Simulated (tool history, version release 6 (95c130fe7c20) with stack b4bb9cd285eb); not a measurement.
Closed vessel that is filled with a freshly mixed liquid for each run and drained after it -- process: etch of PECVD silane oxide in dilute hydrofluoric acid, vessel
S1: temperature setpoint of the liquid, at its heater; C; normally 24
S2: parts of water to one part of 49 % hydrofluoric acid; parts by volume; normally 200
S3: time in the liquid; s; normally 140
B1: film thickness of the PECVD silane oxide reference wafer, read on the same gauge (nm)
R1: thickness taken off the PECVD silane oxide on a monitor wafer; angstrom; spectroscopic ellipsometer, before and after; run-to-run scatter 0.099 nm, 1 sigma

run 1 hour=0 | S1=26.5 S2=200 S3=140 | B1=71.09 | R1=336.2
run 2 hour=42.5 | S1=26.5 S2=200 S3=140 | B1=71.15 | R1=336.6
run 3 hour=120.1 | S1=26 S2=200 S3=140 | B1=71.3 | R1=330.7
run 4 hour=164.4 | S1=26 S2=200 S3=140 | B1=71.38 | R1=332.3
run 5 hour=256.1 | S1=24 S2=200 S3=100 | B1=71.52 | R1=219.7
run 6 hour=319.9 | S1=24 S2=200 S3=100 | B1=71.61 | R1=221.1
-- hour=357.8 thermometer replaced
run 7 hour=401.7 | S1=24 S2=235 S3=140 | B1=71.73 | R1=255.9
run 8 hour=638.3 | S1=24 S2=200 S3=140 | B1=71.91 | R1=309.3
run 9 hour=725.5 | S1=24 S2=200 S3=140 | B1=71.99 | R1=312.3
run 10 hour=790.6 | S1=24 S2=200 S3=140 | B1=72.03 | R1=313
run 11 hour=869.5 | S1=24 S2=200 S3=140 | B1=72.02 | R1=310.7
run 12 hour=950.6 | S1=26 S2=285 S3=55 | B1=72.05 | R1=84.3
-- hour=989.8 gauge calibrated
-- hour=1071.1 hydrofluoric acid flow meter replaced
-- hour=1079.4 thermometer replaced
run 13 hour=1081.1 | S1=25.5 S2=200 S3=140 | B1=70.45 | R1=322
run 14 hour=1188.3 | S1=26.5 S2=110 S3=170 | B1=70.85 | R1=827.7
run 15 hour=1278.9 | S1=24 S2=240 S3=110 | B1=71.15 | R1=192.9
run 16 hour=1339.4 | S1=20 S2=105 S3=140 | B1=71.28 | R1=556.4
run 17 hour=1378.2 | S1=24 S2=200 S3=115 | B1=71.47 | R1=253.2
run 18 hour=1602.8 | S1=24 S2=200 S3=140 | B1=71.91 | R1=310.6
run 19 hour=1641.9 | S1=20 S2=110 S3=140 | B1=72 | R1=533

Expected results for the next run?
run 20 hour=1699.6 | S1=24 S2=200 S3=140 | B1=? | R1=?

B1: 72.11
R1: 311.4 angstrom
Without the tool's hidden state the same run would have given R1 302.4 angstrom.
